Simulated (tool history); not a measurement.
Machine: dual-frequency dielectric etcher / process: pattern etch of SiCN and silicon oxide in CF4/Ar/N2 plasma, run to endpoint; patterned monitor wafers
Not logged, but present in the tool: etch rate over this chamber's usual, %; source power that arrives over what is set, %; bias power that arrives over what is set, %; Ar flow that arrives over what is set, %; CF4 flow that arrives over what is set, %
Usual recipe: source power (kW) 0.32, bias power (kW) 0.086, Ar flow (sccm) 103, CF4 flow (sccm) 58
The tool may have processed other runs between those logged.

run	hour	source power (kW)	bias power (kW)	Ar flow (sccm)	CF4 flow (sccm)	wafers since the last listed run	hours since the last wet clean	hours since the last source power generator calibration	hours since the last bias power generator calibration	hours since the last Ar flow controller change	hours since the last CF4 flow controller change	hours since the last upper electrode change	incoming incoming film thickness, nm	endpoint time (s)
1	0	0.32	0.086	103	58	0	234.3	2400.1	4273.7	672.5	121.1	4300.1	10.8	17.2
2	44	0.32	0.086	103	58	547	278.3	2444.1	4317.7	716.5	165.1	4344.1	10.7	17.1
3	108.8	0.32	0.086	103	58	807	343.1	2508.9	4382.5	781.3	229.9	4408.9	10.67	17.1
# hour 144.7: wet clean of the chamber, repeated, since the last time left the tool worse
4	179.1	0.32	0.086	103	58	576	34.4	2579.2	4452.8	851.6	300.2	4479.2	10.75	18
5	217.2	0.32	0.086	103	58	474	72.5	2617.3	4490.9	889.7	338.3	4517.3	10.7	18
6	294.4	0.32	0.086	103	58	961	149.7	2694.5	4568.1	966.9	415.5	4594.5	10.78	18.1
7	371.1	0.26	0.073	103	58	955	226.4	2771.2	4644.8	1043.6	492.2	4671.2	10.66	23.2
8	416.8	0.36	0.097	103	53	569	272.1	2816.9	4690.5	1089.3	537.9	4716.9	10.7	15.9
9	489.3	0.32	0.086	103	47	902	344.6	2889.4	4763	1161.8	610.4	4789.4	10.79	18.9
# hour 498.2: bias power generator calibrated
10	541.1	0.26	0.086	103	65	595	396.4	2941.2	42.9	1213.6	662.2	4841.2	10.7	22.5
11	582.5	0.32	0.086	103	58	515	437.8	2982.6	84.3	1255	703.6	4882.6	10.83	18.7
12	668.4	0.25	0.097	95	50	1069	523.7	3068.5	170.2	1340.9	789.5	4968.5	10.67	23
13	721.7	0.32	0.086	89	72	663	577	3121.8	223.5	1394.2	842.8	5021.8	10.77	17.9
# hour 761.6: wet clean of the chamber
14	804.4	0.32	0.086	103	58	731	42.8	3204.5	306.2	1476.9	925.5	5104.5	10.66	17.9
# hour 816.5: source power generator calibrated
15	885.1	0.32	0.086	103	58	955	123.5	68.6	386.9	1557.6	1006.2	5185.2	10.73	18.1
16	922.4	0.38	0.086	89	58	464	160.8	105.9	424.2	1594.9	1043.5	5222.5	10.67	15.1
17	994.4	0.32	0.086	90	58	896	232.8	177.9	496.2	1666.9	1115.5	5294.5	10.64	17.8
# hour 1029.9: Ar flow controller replaced
# hour 1075.9: upper electrode replaced
18	1079.8	0.25	0.099	82	62	689	318.2	263.3	581.6	49.9	1200.9	3.9	10.63	22.2
19	1148.9	0.32	0.086	103	52	860	387.3	332.4	650.7	119	1270	73	10.67	18.7
20	1250.4	0.36	0.065	125	52	1264	488.8	433.9	752.2	220.5	1371.5	174.5	10.82	18.5
# hour 1293.9: wet clean of the chamber
21	1317.8	0.26	0.073	103	58	540	23.9	501.3	819.6	287.9	1438.9	241.9	10.58	22.7
22	1375.2	0.32	0.086	103	58	714	81.3	558.7	877	345.3	1496.3	299.3	10.69	18.2
23	1480.2	0.26	0.086	85	58	1307	186.3	663.7	982	450.3	1601.3	404.3	10.63	21.9
24	1588.7	0.4	0.086	91	58	1351	294.8	772.2	1090.5	558.8	1709.8	512.8	10.78	14.8
25	1670.1	0.32	0.086	121	58	1013	376.2	853.6	1171.9	640.2	1791.2	594.2	10.66	19

Below are 3 alternative next runs, each starting from the tool's condition after run 25. Predict each:
A	1670.5	0.25	0.086	103	58	4	376.6	854	1172.3	640.6	1791.6	594.6	10.77	?
B	1670.5	0.36	0.076	103	52	4	376.6	854	1172.3	640.6	1791.6	594.6	10.77	?
C	1670.5	0.34	0.068	89	63	4	376.6	854	1172.3	640.6	1791.6	594.6	10.77	?

run	endpoint time (s)
A	23.8
B	17.2
C	17.9
With no hidden state in the tool, these same runs would have given:
run	endpoint time (s)
A	23
B	16.6
C	17.3
